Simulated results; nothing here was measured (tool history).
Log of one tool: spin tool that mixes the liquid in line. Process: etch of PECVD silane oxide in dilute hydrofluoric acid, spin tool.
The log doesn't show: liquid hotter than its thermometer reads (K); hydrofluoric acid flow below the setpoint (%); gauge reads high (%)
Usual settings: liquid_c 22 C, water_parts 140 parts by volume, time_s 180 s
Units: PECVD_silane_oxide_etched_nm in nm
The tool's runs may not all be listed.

run	hour	liquid_c	water_parts	time_s	wafers since the last listed run	hours since the thermometer was replaced	hours since the hydrofluoric acid flow meter was replaced	hours since the gauge calibration	read-back film thickness of the PECVD silane oxide reference wafer, read on the same gauge (nm)	PECVD_silane_oxide_etched_nm
1	0	22	140	180	0	547.5	1156.3	394.3	120	30.28
2	17.2	22	140	180	117	564.7	1173.5	411.5	119.99	30.47
3	26.7	22	140	180	64	574.2	1183	421	119.99	30.39
4	36.1	22	140	180	64	583.6	1192.4	430.4	119.99	30.67
5	68.8	22	140	180	222	616.3	1225.1	463.1	120	30.62
6	77.4	22	140	95	58	624.9	1233.7	471.7	119.99	16.22
7	92.8	22	140	95	104	640.3	1249.1	487.1	119.99	16.03
8	101	22	140	180	55	648.5	1257.3	495.3	120	30.84
9	114.7	22	140	105	93	662.2	1271	509	120	17.89
10	165.8	22	140	105	348	713.3	1322.1	560.1	120	18.31
11	179.2	22	140	105	91	726.7	1335.5	573.5	120.01	17.97
# hour 181.7: gauge calibrated
12	189.1	22	140	120	67	736.6	1345.4	7.4	120.02	20.55
13	196.7	22	140	120	51	744.2	1353	15	119.98	20.59
14	205.1	22	140	120	57	752.6	1361.4	23.4	120.02	20.91
# hour 217.4: thermometer replaced
# hour 218.7: hydrofluoric acid flow meter replaced
15	225.9	22	140	180	128	8.5	7.2	44.2	120.01	32.48
16	240.1	22	90	260	96	22.7	21.4	58.4	120	77.28
17	248.5	22	140	180	57	31.1	29.8	66.8	120	32.12
18	263.9	23.5	190	100	104	46.5	45.2	82.2	120.01	13.43
19	285.7	22	100	120	148	68.3	67	104	120	31.97
20	300.7	25.5	140	180	102	83.3	82	119	120.01	37.48
21	314.2	22	140	120	91	96.8	95.5	132.5	120	21.9
22	321.9	22	205	180	52	104.5	103.2	140.2	119.99	20.91
# hour 334.6: thermometer replaced, repeated, since the last time left the tool worse
23	347.1	18	140	90	164	12.5	128.4	165.4	120.01	12.46
24	362.9	22	140	105	107	28.3	144.2	181.2	120.02	16.9
25	378.3	22	180	180	104	43.7	159.6	196.6	120.02	21.61
26	384.3	22	100	120	40	49.7	165.6	202.6	120	28.45
27	398.1	26.5	175	80	93	63.5	179.4	216.4	120	11.89
28	405.4	26	185	105	49	70.8	186.7	223.7	120	14.15
29	421.6	19.5	95	180	110	87	202.9	239.9	120	41
30	432.8	22	175	180	76	98.2	214.1	251.1	119.99	22.3
31	448.1	24	140	70	104	113.5	229.4	266.4	120.01	12.19

Run 32 comes next. What will it give?
32	464.9	24.5	140	180	114	130.3	246.2	283.2	?	?

{"run 32": {"read-back film thickness of the PECVD silane oxide reference wafer, read on the same gauge (nm)": 120, "PECVD_silane_oxide_etched_nm": 32.25}}
Without the tool's hidden state the same run would have given PECVD_silane_oxide_etched_nm 31.91 nm.

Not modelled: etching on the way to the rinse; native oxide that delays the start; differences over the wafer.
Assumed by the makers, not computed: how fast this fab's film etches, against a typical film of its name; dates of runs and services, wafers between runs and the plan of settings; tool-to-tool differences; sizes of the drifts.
